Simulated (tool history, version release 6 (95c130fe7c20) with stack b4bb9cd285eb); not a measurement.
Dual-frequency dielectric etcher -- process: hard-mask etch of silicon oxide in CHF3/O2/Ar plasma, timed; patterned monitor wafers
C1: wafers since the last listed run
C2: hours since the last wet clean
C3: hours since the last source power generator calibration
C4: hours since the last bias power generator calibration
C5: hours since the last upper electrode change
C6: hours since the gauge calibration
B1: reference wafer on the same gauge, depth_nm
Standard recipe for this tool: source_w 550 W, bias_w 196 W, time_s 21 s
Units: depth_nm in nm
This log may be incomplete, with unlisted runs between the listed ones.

Run 1, hour 0: usual settings but time_s 23 s; C1 0; C2 516.9; C3 4316.5; C4 4209.6; C5 4683; C6 69.7; B1 44.1. Result: depth_nm 41.74 nm.
Run 2, hour 15: usual settings but bias_w 165 W; C1 227; C2 531.9; C3 4331.5; C4 4224.6; C5 4698; C6 84.7; B1 44.07. Result: depth_nm 36.43 nm.
Run 3, hour 27.1: usual settings but bias_w 234 W; C1 183; C2 544; C3 4343.6; C4 4236.7; C5 4710.1; C6 96.8; B1 44.09. Result: depth_nm 40.24 nm.
Run 4, hour 41.9: usual settings but source_w 460 W; C1 224; C2 558.8; C3 4358.4; C4 4251.5; C5 4724.9; C6 111.6; B1 44.11. Result: depth_nm 35.68 nm.
At hour 74.3: wet clean of the chamber.
Run 5, hour 74.8: usual settings; C1 134; C2 0.5; C3 4391.3; C4 4284.4; C5 4757.8; C6 144.5; B1 44.14. Result: depth_nm 38.31 nm.
Run 6, hour 75.2: usual settings but time_s 17.5 s; C1 6; C2 0.9; C3 4391.7; C4 4284.8; C5 4758.2; C6 144.9; B1 44.1. Result: depth_nm 31.64 nm.
Run 7, hour 75.8: usual settings but time_s 17.5 s; C1 9; C2 1.5; C3 4392.3; C4 4285.4; C5 4758.8; C6 145.5; B1 44.05. Result: depth_nm 31.57 nm.
Run 8, hour 82.7: usual settings but time_s 17.5 s; C1 104; C2 8.4; C3 4399.2; C4 4292.3; C5 4765.7; C6 152.4; B1 44.09. Result: depth_nm 32 nm.
Run 9, hour 90.2: usual settings but source_w 420 W, bias_w 178 W, time_s 15.5 s; C1 113; C2 15.9; C3 4406.7; C4 4299.8; C5 4773.2; C6 159.9; B1 44.07. Result: depth_nm 24.51 nm.
Run 10, hour 103.6: usual settings but source_w 510 W, bias_w 216 W; C1 203; C2 29.3; C3 4420.1; C4 4313.2; C5 4786.6; C6 173.3; B1 44.07. Result: depth_nm 38.12 nm.
Run 11, hour 111.4: usual settings but source_w 610 W, bias_w 228 W, time_s 25.5 s; C1 118; C2 37.1; C3 4427.9; C4 4321; C5 4794.4; C6 181.1; B1 44.06. Result: depth_nm 50.28 nm.
At hour 119: bias power generator calibrated.
At hour 129.3: gauge calibrated.
At hour 135: source power generator calibrated.
At hour 136.6: upper electrode replaced.
Run 12, hour 137.1: usual settings; C1 243; C2 62.8; C3 2.1; C4 18.1; C5 0.5; C6 7.8; B1 44.12. Result: depth_nm 38.05 nm.
Run 13, hour 137.4: usual settings; C1 4; C2 63.1; C3 2.4; C4 18.4; C5 0.8; C6 8.1; B1 44.1. Result: depth_nm 38.29 nm.
Run 14, hour 144: usual settings but source_w 600 W, bias_w 164 W, time_s 17 s; C1 100; C2 69.7; C3 9; C4 25; C5 7.4; C6 14.7; B1 44.1. Result: depth_nm 30.62 nm.
Run 15, hour 161.1: usual settings but source_w 500 W, bias_w 149 W, time_s 25 s; C1 259; C2 86.8; C3 26.1; C4 42.1; C5 24.5; C6 31.8; B1 44.12. Result: depth_nm 40.74 nm.
Run 16, hour 177.9: usual settings but source_w 690 W, time_s 26.5 s; C1 254; C2 103.6; C3 42.9; C4 58.9; C5 41.3; C6 48.6; B1 44.11. Result: depth_nm 52.54 nm.
Run 17, hour 190: usual settings but source_w 470 W, bias_w 210 W, time_s 17.5 s; C1 183; C2 115.7; C3 55; C4 71; C5 53.4; C6 60.7; B1 44.12. Result: depth_nm 30.45 nm.

For each run, what was the tool's unlogged condition?
etch rate over this chamber's usual, %: 0 at every run
source power that arrives over what is set, %: 0 at every run
bias power that arrives over what is set, %: 0 at every run
gauge reads high (%): 0 at every run
